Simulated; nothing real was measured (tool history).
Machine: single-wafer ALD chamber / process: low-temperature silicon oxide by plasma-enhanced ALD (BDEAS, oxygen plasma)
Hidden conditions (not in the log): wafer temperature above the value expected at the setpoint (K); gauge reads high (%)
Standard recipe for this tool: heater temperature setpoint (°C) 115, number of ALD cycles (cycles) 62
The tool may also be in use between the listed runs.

run	hour	heater temperature setpoint (°C)	number of ALD cycles (cycles)	wafers since the last listed run	hours since the last thermocouple change	hours since the gauge calibration	read-back reference wafer on the same gauge, thickness_nm	mean film thickness on the monitor wafer (Å)
1	0	115	62	0	2006.5	1115.4	7.41	83.38
2	36.9	115	62	117	2043.4	1152.3	7.415	82.76
3	79.7	106	62	136	2086.2	1195.1	7.425	84.74
4	128.3	115	62	155	2134.8	1243.7	7.433	83.02
5	187.7	115	62	189	2194.2	1303.1	7.448	83.53
6	253.3	115	62	209	2259.8	1368.7	7.465	83.76
7	278.6	115	62	80	2285.1	1394	7.466	83.42
8	338.7	115	62	191	2345.2	1454.1	7.484	83.86
9	363	115	62	77	2369.5	1478.4	7.489	83.93
10	397.2	115	62	109	2403.7	1512.6	7.497	84.06
11	444.4	115	62	150	2450.9	1559.8	7.509	84.19
12	481.2	115	62	117	2487.7	1596.6	7.522	84.27
# hour 598.5: gauge calibrated
13	643	115	62	516	2649.5	44.5	7.263	81.03
14	699.6	104	62	180	2706.1	101.1	7.266	83.16
15	751.8	115	62	166	2758.3	153.3	7.264	81.39
16	780.8	115	54	92	2787.3	182.3	7.264	70.93
17	848.3	107	58	215	2854.8	249.8	7.269	77.44
18	891.8	126	53	138	2898.3	293.3	7.269	67.75
19	929.8	109	56	121	2936.3	331.3	7.277	74.08
20	969	127	57	125	2975.5	370.5	7.274	73.11
21	996.6	119	55	88	3003.1	398.1	7.277	71.74
# hour 1018.1: thermocouple changed; heater temperature recalibrated
22	1033.4	109	62	91	15.3	434.9	7.28	82.43
23	1098	129	70	206	79.9	499.5	7.289	89.56
24	1130.6	123	73	104	112.5	532.1	7.29	94.03
25	1167.8	115	62	118	149.7	569.3	7.292	81.33
26	1223.7	124	52	178	205.6	625.2	7.296	67.21
27	1284.6	115	62	194	266.5	686.1	7.305	81.89
28	1323.9	115	62	125	305.8	725.4	7.308	81.65

Here are 3 independent what-if runs from the current tool condition. What would each one return?
A	1324.4	115	72	1	306.3	725.9	?	?
B	1324.4	107	55	1	306.3	725.9	?	?
C	1324.4	104	53	1	306.3	725.9	?	?

run	read-back reference wafer on the same gauge, thickness_nm	mean film thickness on the monitor wafer (Å)
A	7.308	95.11
B	7.308	73.89
C	7.308	71.64
The same runs, with their run-to-run variation unchanged, on a tool lacking any hidden condition would have given:
run	mean film thickness on the monitor wafer (Å)
A	94.87
B	73.7
C	71.46
